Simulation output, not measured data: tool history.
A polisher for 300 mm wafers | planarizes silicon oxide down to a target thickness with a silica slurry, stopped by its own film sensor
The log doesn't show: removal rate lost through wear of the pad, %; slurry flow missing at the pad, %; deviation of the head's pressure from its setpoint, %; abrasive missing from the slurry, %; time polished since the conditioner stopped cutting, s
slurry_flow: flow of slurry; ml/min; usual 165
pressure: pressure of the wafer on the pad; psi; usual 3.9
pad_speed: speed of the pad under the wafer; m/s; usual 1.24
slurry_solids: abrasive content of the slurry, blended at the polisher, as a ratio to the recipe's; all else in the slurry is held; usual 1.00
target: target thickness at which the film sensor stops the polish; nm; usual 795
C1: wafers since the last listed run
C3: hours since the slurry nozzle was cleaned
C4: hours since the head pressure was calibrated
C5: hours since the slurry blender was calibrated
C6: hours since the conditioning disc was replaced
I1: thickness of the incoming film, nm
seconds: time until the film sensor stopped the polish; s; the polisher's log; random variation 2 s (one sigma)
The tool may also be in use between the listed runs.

{"run": 1, "hour": 0.0, "slurry_flow": 165, "pressure": 3.9, "pad_speed": 1.24, "slurry_solids": 1.0, "target": 795, "C1": 0, "wafers polished on this pad": 2685, "C3": 533.0, "C4": 652.9, "C5": 227.7, "C6": 332.6, "I1": 1223.1, "seconds": 175.1}
{"hour": 23.0, "done": "worn pad replaced by a new one"}
{"hour": 25.1, "done": "conditioning disc replaced and pad reconditioned"}
{"run": 2, "hour": 33.8, "slurry_flow": 165, "pressure": 3.9, "pad_speed": 1.24, "slurry_solids": 1.0, "target": 795, "C1": 262, "wafers polished on this pad": 82, "C3": 566.8, "C4": 686.7, "C5": 261.5, "C6": 8.7, "I1": 1241.5, "seconds": 168.4}
{"hour": 60.5, "done": "slurry blender recalibrated"}
{"run": 3, "hour": 84.1, "slurry_flow": 130, "pressure": 3.9, "pad_speed": 1.24, "slurry_solids": 1.0, "target": 795, "C1": 456, "wafers polished on this pad": 539, "C3": 617.1, "C4": 737.0, "C5": 23.6, "C6": 59.0, "I1": 1222.6, "seconds": 172.6}
{"hour": 105.8, "done": "head pressure recalibrated"}
{"run": 4, "hour": 121.5, "slurry_flow": 130, "pressure": 3.9, "pad_speed": 1.24, "slurry_solids": 1.0, "target": 795, "C1": 334, "wafers polished on this pad": 874, "C3": 654.5, "C4": 15.7, "C5": 61.0, "C6": 96.4, "I1": 1215.0, "seconds": 160.5}
{"run": 5, "hour": 182.6, "slurry_flow": 130, "pressure": 3.9, "pad_speed": 1.24, "slurry_solids": 1.0, "target": 795, "C1": 577, "wafers polished on this pad": 1451, "C3": 715.6, "C4": 76.8, "C5": 122.1, "C6": 157.5, "I1": 1209.7, "seconds": 158.7}
{"hour": 184.9, "done": "slurry nozzle cleaned"}
{"run": 6, "hour": 233.3, "slurry_flow": 165, "pressure": 3.9, "pad_speed": 1.24, "slurry_solids": 0.8, "target": 795, "C1": 469, "wafers polished on this pad": 1921, "C3": 48.4, "C4": 127.5, "C5": 172.8, "C6": 208.2, "I1": 1233.4, "seconds": 181.0}
{"run": 7, "hour": 279.5, "slurry_flow": 165, "pressure": 3.9, "pad_speed": 1.24, "slurry_solids": 0.8, "target": 795, "C1": 436, "wafers polished on this pad": 2357, "C3": 94.6, "C4": 173.7, "C5": 219.0, "C6": 254.4, "I1": 1220.2, "seconds": 172.4}
{"hour": 309.7, "done": "conditioning disc replaced and pad reconditioned"}
{"run": 8, "hour": 331.9, "slurry_flow": 165, "pressure": 3.9, "pad_speed": 1.24, "slurry_solids": 1.0, "target": 795, "C1": 476, "wafers polished on this pad": 2834, "C3": 147.0, "C4": 226.1, "C5": 271.4, "C6": 22.2, "I1": 1227.9, "seconds": 158.2}
{"hour": 371.9, "done": "worn pad replaced by a new one"}
{"run": 9, "hour": 372.5, "slurry_flow": 165, "pressure": 3.9, "pad_speed": 1.24, "slurry_solids": 1.0, "target": 795, "C1": 345, "wafers polished on this pad": 5, "C3": 187.6, "C4": 266.7, "C5": 312.0, "C6": 62.8, "I1": 1210.0, "seconds": 154.6}
{"hour": 391.0, "done": "slurry blender recalibrated"}
{"run": 10, "hour": 401.0, "slurry_flow": 165, "pressure": 4.9, "pad_speed": 1.24, "slurry_solids": 1.0, "target": 795, "C1": 250, "wafers polished on this pad": 255, "C3": 216.1, "C4": 295.2, "C5": 10.0, "C6": 91.3, "I1": 1227.2, "seconds": 136.1}
{"run": 11, "hour": 434.9, "slurry_flow": 165, "pressure": 3.9, "pad_speed": 0.84, "slurry_solids": 1.0, "target": 795, "C1": 320, "wafers polished on this pad": 576, "C3": 250.0, "C4": 329.1, "C5": 43.9, "C6": 125.2, "I1": 1214.0, "seconds": 212.2}
{"run": 12, "hour": 503.9, "slurry_flow": 120, "pressure": 5.0, "pad_speed": 1.24, "slurry_solids": 1.0, "target": 795, "C1": 652, "wafers polished on this pad": 1228, "C3": 319.0, "C4": 398.1, "C5": 112.9, "C6": 194.2, "I1": 1222.3, "seconds": 142.9}
{"run": 13, "hour": 538.0, "slurry_flow": 165, "pressure": 3.9, "pad_speed": 1.38, "slurry_solids": 1.0, "target": 935, "C1": 322, "wafers polished on this pad": 1550, "C3": 353.1, "C4": 432.2, "C5": 147.0, "C6": 228.3, "I1": 1229.1, "seconds": 103.8}
{"run": 14, "hour": 593.5, "slurry_flow": 165, "pressure": 3.9, "pad_speed": 1.24, "slurry_solids": 0.9, "target": 795, "C1": 524, "wafers polished on this pad": 2075, "C3": 408.6, "C4": 487.7, "C5": 202.5, "C6": 283.8, "I1": 1209.9, "seconds": 168.8}
{"run": 15, "hour": 641.9, "slurry_flow": 165, "pressure": 3.9, "pad_speed": 1.24, "slurry_solids": 1.0, "target": 795, "C1": 457, "wafers polished on this pad": 2532, "C3": 457.0, "C4": 536.1, "C5": 250.9, "C6": 332.2, "I1": 1208.3, "seconds": 160.2}
{"hour": 653.5, "done": "conditioning disc replaced and pad reconditioned"}
{"hour": 688.5, "done": "worn pad replaced by a new one"}
{"run": 16, "hour": 709.5, "slurry_flow": 130, "pressure": 3.9, "pad_speed": 1.24, "slurry_solids": 1.0, "target": 795, "C1": 582, "wafers polished on this pad": 198, "C3": 524.6, "C4": 603.7, "C5": 318.5, "C6": 56.0, "I1": 1233.5, "seconds": 170.1}
{"hour": 721.8, "done": "slurry blender recalibrated"}
{"run": 17, "hour": 775.9, "slurry_flow": 125, "pressure": 5.3, "pad_speed": 1.6, "slurry_solids": 1.2, "target": 795, "C1": 608, "wafers polished on this pad": 806, "C3": 591.0, "C4": 670.1, "C5": 54.1, "C6": 122.4, "I1": 1217.6, "seconds": 106.0}
{"run": 18, "hour": 815.1, "slurry_flow": 195, "pressure": 3.9, "pad_speed": 1.24, "slurry_solids": 1.1, "target": 749, "C1": 370, "wafers polished on this pad": 1177, "C3": 630.2, "C4": 709.3, "C5": 93.3, "C6": 161.6, "I1": 1232.4, "seconds": 180.6}
{"hour": 832.1, "done": "head pressure recalibrated"}
{"run": 19, "hour": 844.9, "slurry_flow": 125, "pressure": 3.1, "pad_speed": 1.64, "slurry_solids": 1.2, "target": 795, "C1": 262, "wafers polished on this pad": 1440, "C3": 660.0, "C4": 12.8, "C5": 123.1, "C6": 191.4, "I1": 1229.2, "seconds": 154.3}
{"hour": 942.2, "done": "slurry nozzle cleaned"}
{"run": 20, "hour": 961.3, "slurry_flow": 165, "pressure": 3.9, "pad_speed": 1.5, "slurry_solids": 1.15, "target": 795, "C1": 1090, "wafers polished on this pad": 2530, "C3": 19.1, "C4": 129.2, "C5": 239.5, "C6": 307.8, "I1": 1239.8, "seconds": 141.1}
{"hour": 1011.4, "done": "conditioning disc replaced and pad reconditioned"}
{"hour": 1024.1, "done": "worn pad replaced by a new one"}
{"run": 21, "hour": 1024.8, "slurry_flow": 165, "pressure": 3.9, "pad_speed": 1.24, "slurry_solids": 1.0, "target": 868, "C1": 543, "wafers polished on this pad": 6, "C3": 82.6, "C4": 192.7, "C5": 303.0, "C6": 13.4, "I1": 1246.1, "seconds": 133.0}
{"run": 22, "hour": 1063.7, "slurry_flow": 130, "pressure": 3.9, "pad_speed": 1.24, "slurry_solids": 1.0, "target": 795, "C1": 367, "wafers polished on this pad": 373, "C3": 121.5, "C4": 231.6, "C5": 341.9, "C6": 52.3, "I1": 1214.8, "seconds": 157.7}
{"hour": 1090.1, "done": "slurry blender recalibrated"}
{"run": 23, "hour": 1190.5, "slurry_flow": 165, "pressure": 3.9, "pad_speed": 1.24, "slurry_solids": 1.0, "target": 795, "C1": 1179, "wafers polished on this pad": 1553, "C3": 248.3, "C4": 358.4, "C5": 100.4, "C6": 179.1, "I1": 1235.2, "seconds": 166.8}
{"run": 24, "hour": 1254.3, "slurry_flow": 165, "pressure": 3.9, "pad_speed": 1.4, "slurry_solids": 1.0, "target": 887, "C1": 602, "wafers polished on this pad": 2156, "C3": 312.1, "C4": 422.2, "C5": 164.2, "C6": 242.9, "I1": 1225.3, "seconds": 120.1}
{"run": 25, "hour": 1284.6, "slurry_flow": 165, "pressure": 3.9, "pad_speed": 1.24, "slurry_solids": 1.0, "target": 698, "C1": 286, "wafers polished on this pad": 2442, "C3": 342.4, "C4": 452.5, "C5": 194.5, "C6": 273.2, "I1": 1203.6, "seconds": 198.5}
{"hour": 1334.5, "done": "conditioning disc replaced and pad reconditioned"}
{"hour": 1375.9, "done": "worn pad replaced by a new one"}
{"hour": 1397.5, "done": "slurry blender recalibrated"}
{"run": 26, "hour": 1454.8, "slurry_flow": 115, "pressure": 3.5, "pad_speed": 1.24, "slurry_solids": 1.0, "target": 837, "C1": 1532, "wafers polished on this pad": 726, "C3": 512.6, "C4": 622.7, "C5": 57.3, "C6": 120.3, "I1": 1227.0, "seconds": 173.8}

How the hidden state differs across the entries between the runs, from the last listed run before each to the first after it:
Between runs 1 and 2: worn pad replaced by a new one (hour 23.0); conditioning disc replaced and pad reconditioned (hour 25.1)
  deviation of the head's pressure from its setpoint, %: -9.6 -> -10.1; time polished since the conditioner stopped cutting, s: 123 -> 10.9
  measured less the result without the state, seconds: +28.1 -> +15.1 s
Between runs 2 and 3: slurry blender recalibrated (hour 60.5)
  deviation of the head's pressure from its setpoint, %: -10.1 -> -10.8; time polished since the conditioner stopped cutting, s: 10.9 -> 48.3
  measured less the result without the state, seconds: +15.1 -> +21.1 s
Between runs 3 and 4: head pressure recalibrated (hour 105.8)
  deviation of the head's pressure from its setpoint, %: -10.8 -> -0.187; time polished since the conditioner stopped cutting, s: 48.3 -> 67
  measured less the result without the state, seconds: +21.1 -> +9.3 s
Between runs 5 and 6: slurry nozzle cleaned (hour 184.9)
  deviation of the head's pressure from its setpoint, %: -1.06 -> -1.78; time polished since the conditioner stopped cutting, s: 86.7 -> 96.6
  measured less the result without the state, seconds: +12.5 -> +16.5 s
Between runs 7 and 8: conditioning disc replaced and pad reconditioned (hour 309.7)
  deviation of the head's pressure from its setpoint, %: -2.44 -> -3.18; time polished since the conditioner stopped cutting, s: 102 -> 29.6
  measured less the result without the state, seconds: +17.2 -> +8.0 s
Between runs 8 and 9: worn pad replaced by a new one (hour 371.9)
  deviation of the head's pressure from its setpoint, %: -3.18 -> -3.76; time polished since the conditioner stopped cutting, s: 29.6 -> 57.4
  measured less the result without the state, seconds: +8.0 -> +11.9 s
Between runs 9 and 10: slurry blender recalibrated (hour 391.0)
  deviation of the head's pressure from its setpoint, %: -3.76 -> -4.17; time polished since the conditioner stopped cutting, s: 57.4 -> 71.7
  measured less the result without the state, seconds: +11.9 -> +13.6 s
Between runs 15 and 16: conditioning disc replaced and pad reconditioned (hour 653.5); worn pad replaced by a new one (hour 688.5)
  deviation of the head's pressure from its setpoint, %: -7.6 -> -8.56; time polished since the conditioner stopped cutting, s: 115 -> 52.2
  measured less the result without the state, seconds: +22.9 -> +18.4 s
Between runs 16 and 17: slurry blender recalibrated (hour 721.8)
  deviation of the head's pressure from its setpoint, %: -8.56 -> -9.51; time polished since the conditioner stopped cutting, s: 52.2 -> 82.4
  measured less the result without the state, seconds: +18.4 -> +17.7 s
Between runs 18 and 19: head pressure recalibrated (hour 832.1)
  deviation of the head's pressure from its setpoint, %: -10.1 -> -0.598; time polished since the conditioner stopped cutting, s: 93.4 -> 99.5
  measured less the result without the state, seconds: +26.5 -> +14.1 s
Between runs 19 and 20: slurry nozzle cleaned (hour 942.2)
  deviation of the head's pressure from its setpoint, %: -0.598 -> -2.26; time polished since the conditioner stopped cutting, s: 99.5 -> 112
  measured less the result without the state, seconds: +14.1 -> +16.8 s
Between runs 20 and 21: conditioning disc replaced and pad reconditioned (hour 1011.4); worn pad replaced by a new one (hour 1024.1)
  deviation of the head's pressure from its setpoint, %: -2.26 -> -3.16; time polished since the conditioner stopped cutting, s: 112 -> 14.1
  measured less the result without the state, seconds: +16.8 -> +5.0 s
Between runs 22 and 23: slurry blender recalibrated (hour 1090.1)
  deviation of the head's pressure from its setpoint, %: -3.72 -> -5.52; time polished since the conditioner stopped cutting, s: 43.1 -> 90.3
  measured less the result without the state, seconds: +10.3 -> +18.7 s
Between runs 25 and 26: conditioning disc replaced and pad reconditioned (hour 1334.5); worn pad replaced by a new one (hour 1375.9); slurry blender recalibrated (hour 1397.5)
  deviation of the head's pressure from its setpoint, %: -6.86 -> -9.29; time polished since the conditioner stopped cutting, s: 103 -> 81.3
  measured less the result without the state, seconds: +25.9 -> +22.4 s

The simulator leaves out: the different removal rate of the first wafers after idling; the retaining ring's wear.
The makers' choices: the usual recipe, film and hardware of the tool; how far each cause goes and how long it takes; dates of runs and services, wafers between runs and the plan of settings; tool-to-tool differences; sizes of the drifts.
